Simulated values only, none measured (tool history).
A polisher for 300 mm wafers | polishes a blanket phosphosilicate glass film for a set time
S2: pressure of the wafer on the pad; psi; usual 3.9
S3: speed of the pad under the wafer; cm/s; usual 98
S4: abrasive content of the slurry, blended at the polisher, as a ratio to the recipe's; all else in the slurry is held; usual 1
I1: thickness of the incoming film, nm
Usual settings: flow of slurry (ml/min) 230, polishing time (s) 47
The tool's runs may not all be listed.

Run 1, hour 0: usual settings but S3 114 cm/s, S4 1.15; I1 2478.7. Result: film removed (Å) 6842.
At hour 20.3: worn pad replaced by a new one.
Run 2, hour 30.9: usual settings but S3 114 cm/s, S4 1.15; I1 2480. Result: film removed (Å) 6923.
Run 3, hour 83.1: usual settings but S3 114 cm/s, S4 1.15; I1 2450.6. Result: film removed (Å) 6972.
At hour 119.1: worn pad replaced by a new one.
Run 4, hour 126: usual settings but polishing time (s) 58; I1 2390.6. Result: film removed (Å) 7211.
At hour 135.3: slurry blender recalibrated.
Run 5, hour 165.1: usual settings but S3 114 cm/s; I1 2444.3. Result: film removed (Å) 6681.
At hour 176.1: head pressure recalibrated.
Run 6, hour 223.9: usual settings but S4 0.85; I1 2465.1. Result: film removed (Å) 4957.
At hour 234.8: worn pad replaced by a new one.
At hour 235.2: conditioning disc replaced and pad reconditioned.
Run 7, hour 294.8: usual settings but S4 0.85; I1 2446.7. Result: film removed (Å) 5030.

Run 8 comes next. What will it give?
Run 8, hour 326.8: usual settings; I1 2455.8. Result: film removed (Å) ?.

film removed (Å): 5347
Without the tool's hidden state the same run would have given film removed (Å) 5509.

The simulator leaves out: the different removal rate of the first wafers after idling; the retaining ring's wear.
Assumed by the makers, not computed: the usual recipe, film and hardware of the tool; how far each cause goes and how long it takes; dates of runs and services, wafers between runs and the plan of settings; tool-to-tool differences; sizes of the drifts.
